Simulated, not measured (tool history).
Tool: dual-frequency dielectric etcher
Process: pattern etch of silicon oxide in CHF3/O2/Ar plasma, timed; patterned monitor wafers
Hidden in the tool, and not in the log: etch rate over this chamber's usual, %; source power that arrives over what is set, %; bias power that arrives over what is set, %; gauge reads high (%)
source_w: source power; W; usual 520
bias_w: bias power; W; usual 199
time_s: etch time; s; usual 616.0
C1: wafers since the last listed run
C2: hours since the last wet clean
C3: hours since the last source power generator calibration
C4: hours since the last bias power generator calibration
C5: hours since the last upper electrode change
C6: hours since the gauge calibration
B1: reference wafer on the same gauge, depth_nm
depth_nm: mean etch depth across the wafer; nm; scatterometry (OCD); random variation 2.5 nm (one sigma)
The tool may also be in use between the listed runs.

{"run": 1, "hour": 0.0, "source_w": 520, "bias_w": 199, "time_s": 616.0, "C1": 0, "C2": 90.9, "C3": 2313.7, "C4": 2447.9, "C5": 4160.0, "C6": 429.0, "B1": 1340.6, "depth_nm": 1218.8}
{"run": 2, "hour": 33.3, "source_w": 520, "bias_w": 199, "time_s": 616.0, "C1": 58, "C2": 124.2, "C3": 2347.0, "C4": 2481.2, "C5": 4193.3, "C6": 462.3, "B1": 1339.6, "depth_nm": 1217.1}
{"run": 3, "hour": 68.9, "source_w": 520, "bias_w": 199, "time_s": 616.0, "C1": 62, "C2": 159.8, "C3": 2382.6, "C4": 2516.8, "C5": 4228.9, "C6": 497.9, "B1": 1339.9, "depth_nm": 1218.8}
{"run": 4, "hour": 83.2, "source_w": 520, "bias_w": 199, "time_s": 616.0, "C1": 25, "C2": 174.1, "C3": 2396.9, "C4": 2531.1, "C5": 4243.2, "C6": 512.2, "B1": 1340.2, "depth_nm": 1219.3}
{"run": 5, "hour": 108.1, "source_w": 520, "bias_w": 199, "time_s": 616.0, "C1": 43, "C2": 199.0, "C3": 2421.8, "C4": 2556.0, "C5": 4268.1, "C6": 537.1, "B1": 1340.6, "depth_nm": 1227.2}
{"run": 6, "hour": 121.6, "source_w": 520, "bias_w": 199, "time_s": 616.0, "C1": 23, "C2": 212.5, "C3": 2435.3, "C4": 2569.5, "C5": 4281.6, "C6": 550.6, "B1": 1340.0, "depth_nm": 1218.5}
{"run": 7, "hour": 149.5, "source_w": 600, "bias_w": 199, "time_s": 566.0, "C1": 48, "C2": 240.4, "C3": 2463.2, "C4": 2597.4, "C5": 4309.5, "C6": 578.5, "B1": 1340.8, "depth_nm": 1167.9}
{"run": 8, "hour": 176.3, "source_w": 600, "bias_w": 199, "time_s": 566.0, "C1": 46, "C2": 267.2, "C3": 2490.0, "C4": 2624.2, "C5": 4336.3, "C6": 605.3, "B1": 1339.0, "depth_nm": 1172.2}
{"run": 9, "hour": 190.5, "source_w": 600, "bias_w": 199, "time_s": 566.0, "C1": 24, "C2": 281.4, "C3": 2504.2, "C4": 2638.4, "C5": 4350.5, "C6": 619.5, "B1": 1340.1, "depth_nm": 1173.9}
{"hour": 222.8, "done": "source power generator calibrated"}
{"hour": 265.6, "done": "gauge calibrated"}
{"run": 10, "hour": 293.0, "source_w": 520, "bias_w": 199, "time_s": 574.0, "C1": 172, "C2": 383.9, "C3": 70.2, "C4": 2740.9, "C5": 4453.0, "C6": 27.4, "B1": 1339.9, "depth_nm": 1148.1}
{"hour": 377.1, "done": "wet clean of the chamber"}
{"hour": 380.2, "done": "bias power generator calibrated"}
{"hour": 399.4, "done": "upper electrode replaced, of another model than before"}
{"run": 11, "hour": 399.9, "source_w": 490, "bias_w": 166, "time_s": 448.0, "C1": 106, "C2": 22.8, "C3": 177.1, "C4": 19.7, "C5": 0.5, "C6": 134.3, "B1": 1339.8, "depth_nm": 835.8}
{"run": 12, "hour": 407.8, "source_w": 520, "bias_w": 199, "time_s": 616.0, "C1": 13, "C2": 30.7, "C3": 185.0, "C4": 27.6, "C5": 8.4, "C6": 142.2, "B1": 1341.1, "depth_nm": 1212.4}
{"run": 13, "hour": 442.9, "source_w": 520, "bias_w": 199, "time_s": 616.0, "C1": 61, "C2": 65.8, "C3": 220.1, "C4": 62.7, "C5": 43.5, "C6": 177.3, "B1": 1339.6, "depth_nm": 1219.3}
{"run": 14, "hour": 466.6, "source_w": 520, "bias_w": 222, "time_s": 553.5, "C1": 41, "C2": 89.5, "C3": 243.8, "C4": 86.4, "C5": 67.2, "C6": 201.0, "B1": 1339.7, "depth_nm": 1118.1}
{"run": 15, "hour": 478.7, "source_w": 600, "bias_w": 186, "time_s": 438.5, "C1": 21, "C2": 101.6, "C3": 255.9, "C4": 98.5, "C5": 79.3, "C6": 213.1, "B1": 1339.7, "depth_nm": 908.3}
{"run": 16, "hour": 506.8, "source_w": 520, "bias_w": 240, "time_s": 616.0, "C1": 49, "C2": 129.7, "C3": 284.0, "C4": 126.6, "C5": 107.4, "C6": 241.2, "B1": 1340.8, "depth_nm": 1262.9}
{"run": 17, "hour": 523.9, "source_w": 520, "bias_w": 199, "time_s": 699.0, "C1": 29, "C2": 146.8, "C3": 301.1, "C4": 143.7, "C5": 124.5, "C6": 258.3, "B1": 1340.0, "depth_nm": 1381.0}
{"run": 18, "hour": 546.7, "source_w": 640, "bias_w": 184, "time_s": 616.0, "C1": 39, "C2": 169.6, "C3": 323.9, "C4": 166.5, "C5": 147.3, "C6": 281.1, "B1": 1340.6, "depth_nm": 1303.3}
{"run": 19, "hour": 561.9, "source_w": 640, "bias_w": 199, "time_s": 517.0, "C1": 26, "C2": 184.8, "C3": 339.1, "C4": 181.7, "C5": 162.5, "C6": 296.3, "B1": 1340.2, "depth_nm": 1109.3}
{"run": 20, "hour": 595.3, "source_w": 410, "bias_w": 156, "time_s": 616.0, "C1": 58, "C2": 218.2, "C3": 372.5, "C4": 215.1, "C5": 195.9, "C6": 329.7, "B1": 1339.6, "depth_nm": 1061.4}

4 ways to go on from here, each from the tool as it stands after run 20. What would each give?
{"run": "A", "hour": 595.9, "source_w": 520, "bias_w": 199, "time_s": 616.0, "C1": 1, "C2": 218.8, "C3": 373.1, "C4": 215.7, "C5": 196.5, "C6": 330.3, "B1": "?", "depth_nm": "?"}
{"run": "B", "hour": 595.9, "source_w": 520, "bias_w": 220, "time_s": 616.0, "C1": 1, "C2": 218.8, "C3": 373.1, "C4": 215.7, "C5": 196.5, "C6": 330.3, "B1": "?", "depth_nm": "?"}
{"run": "C", "hour": 595.9, "source_w": 520, "bias_w": 184, "time_s": 616.0, "C1": 1, "C2": 218.8, "C3": 373.1, "C4": 215.7, "C5": 196.5, "C6": 330.3, "B1": "?", "depth_nm": "?"}
{"run": "D", "hour": 595.9, "source_w": 610, "bias_w": 217, "time_s": 674.0, "C1": 1, "C2": 218.8, "C3": 373.1, "C4": 215.7, "C5": 196.5, "C6": 330.3, "B1": "?", "depth_nm": "?"}

run=A B1=1339.9 depth_nm=1219.4
run=B B1=1339.9 depth_nm=1242.1
run=C B1=1339.9 depth_nm=1202.9
run=D B1=1339.9 depth_nm=1444.3
Without the tool's hidden state the same runs would have given:
run=A depth_nm=1208.0
run=B depth_nm=1230.5
run=C depth_nm=1191.6
run=D depth_nm=1430.8

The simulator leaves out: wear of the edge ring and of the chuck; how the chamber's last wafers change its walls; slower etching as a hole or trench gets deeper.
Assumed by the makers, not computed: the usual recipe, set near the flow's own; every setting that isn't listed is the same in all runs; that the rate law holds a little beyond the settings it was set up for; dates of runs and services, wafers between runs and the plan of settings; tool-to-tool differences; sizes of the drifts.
